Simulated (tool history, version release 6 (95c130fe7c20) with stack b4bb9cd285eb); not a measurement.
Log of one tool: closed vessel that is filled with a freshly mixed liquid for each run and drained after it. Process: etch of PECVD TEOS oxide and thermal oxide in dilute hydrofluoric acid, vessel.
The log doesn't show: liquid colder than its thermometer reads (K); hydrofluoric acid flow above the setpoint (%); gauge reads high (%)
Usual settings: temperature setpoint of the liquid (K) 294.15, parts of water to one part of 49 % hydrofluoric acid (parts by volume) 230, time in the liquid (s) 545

run,hour,temperature setpoint of the liquid (K),parts of water to one part of 49 % hydrofluoric acid (parts by volume),time in the liquid (s),wafers since the last listed run,hours since the thermometer was replaced,hours since the hydrofluoric acid flow meter was replaced,hours since the gauge calibration,"read-back film thickness of the PECVD TEOS oxide reference wafer, read on the same gauge (nm)","read-back film thickness of the thermal oxide reference wafer, read on the same gauge (nm)",thickness taken off the PECVD TEOS oxide on a monitor wafer (nm),thickness taken off the thermal oxide on a monitor wafer (nm)
1,0.0,294.15,230,545,0,1047.4,978.4,394.0,60.00,129.98,28.53,8.43
2,20.0,294.15,230,545,932,1067.4,998.4,414.0,59.98,130.04,28.10,8.37
3,33.1,294.15,230,545,610,1080.5,1011.5,427.1,59.98,129.98,28.45,8.43
4,62.9,294.15,230,545,1389,1110.3,1041.3,456.9,59.96,129.99,27.93,8.43
5,92.8,294.15,230,545,1393,1140.2,1071.2,486.8,59.99,130.05,28.27,8.50
# hour 98.4: thermometer replaced
6,110.8,294.15,230,430,792,12.4,1089.2,504.8,59.99,130.01,24.85,7.21
7,129.9,294.15,230,430,890,31.5,1108.3,523.9,59.98,129.97,24.26,7.22
8,146.4,294.15,230,430,769,48.0,1124.8,540.4,60.01,130.02,24.31,7.25
9,181.1,294.15,230,545,1617,82.7,1159.5,575.1,59.97,129.93,31.08,9.15
10,199.3,291.15,265,545,848,100.9,1177.7,593.3,59.99,130.00,23.16,6.90
11,218.6,294.15,230,315,899,120.2,1197.0,612.6,59.99,129.98,18.00,5.29
12,249.6,294.15,230,545,1445,151.2,1228.0,643.6,60.00,130.01,30.48,9.21
13,266.3,291.65,230,330,778,167.9,1244.7,660.3,60.00,130.04,17.13,5.08
14,336.2,294.15,230,545,3258,237.8,1314.6,730.2,60.01,130.05,30.70,9.17
15,354.3,292.65,230,270,843,255.9,1332.7,748.3,60.02,129.93,14.12,4.26
# hour 365.7: gauge calibrated
# hour 378.1: hydrofluoric acid flow meter replaced
16,389.3,294.15,320,545,1584,290.9,11.2,23.6,60.00,130.00,18.57,5.50
17,408.4,294.15,325,760,890,310.0,30.3,42.7,60.00,129.98,25.30,7.54
18,421.6,294.15,230,545,615,323.2,43.5,55.9,60.00,130.03,28.17,8.44
19,439.5,294.15,230,545,834,341.1,61.4,73.8,60.02,130.04,27.98,8.42
20,469.7,294.15,230,545,1407,371.3,91.6,104.0,60.00,130.02,27.78,8.35
21,488.3,295.65,280,710,867,389.9,110.2,122.6,59.98,129.97,30.31,9.02
22,519.0,294.15,230,545,1431,420.6,140.9,153.3,59.99,130.03,28.11,8.45
23,547.2,292.15,150,225,1314,448.8,169.1,181.5,59.98,129.95,17.74,5.30
24,577.1,296.65,190,265,1393,478.7,199.0,211.4,60.02,130.02,19.08,5.67
25,592.2,294.15,230,545,703,493.8,214.1,226.5,60.01,129.96,27.77,8.34

Forecast each of these 5 alternatives for the next run:
A,593.0,294.15,230,545,37,494.6,214.9,227.3,?,?,?,?
B,593.0,294.15,230,290,37,494.6,214.9,227.3,?,?,?,?
C,593.0,291.15,310,545,37,494.6,214.9,227.3,?,?,?,?
D,593.0,299.15,230,690,37,494.6,214.9,227.3,?,?,?,?
E,593.0,292.65,310,655,37,494.6,214.9,227.3,?,?,?,?

run,"read-back film thickness of the PECVD TEOS oxide reference wafer, read on the same gauge (nm)","read-back film thickness of the thermal oxide reference wafer, read on the same gauge (nm)",thickness taken off the PECVD TEOS oxide on a monitor wafer (nm),thickness taken off the thermal oxide on a monitor wafer (nm)
A,60.03,130.03,28.05,8.40
B,60.03,130.03,14.93,4.47
C,60.03,130.03,17.33,5.19
D,60.03,130.03,42.77,12.82
E,60.03,130.03,22.03,6.60
Without the tool's hidden state the same runs would have given:
run,thickness taken off the PECVD TEOS oxide on a monitor wafer (nm),thickness taken off the thermal oxide on a monitor wafer (nm)
A,28.69,8.60
B,15.27,4.57
C,17.70,5.30
D,43.59,13.06
E,22.48,6.74

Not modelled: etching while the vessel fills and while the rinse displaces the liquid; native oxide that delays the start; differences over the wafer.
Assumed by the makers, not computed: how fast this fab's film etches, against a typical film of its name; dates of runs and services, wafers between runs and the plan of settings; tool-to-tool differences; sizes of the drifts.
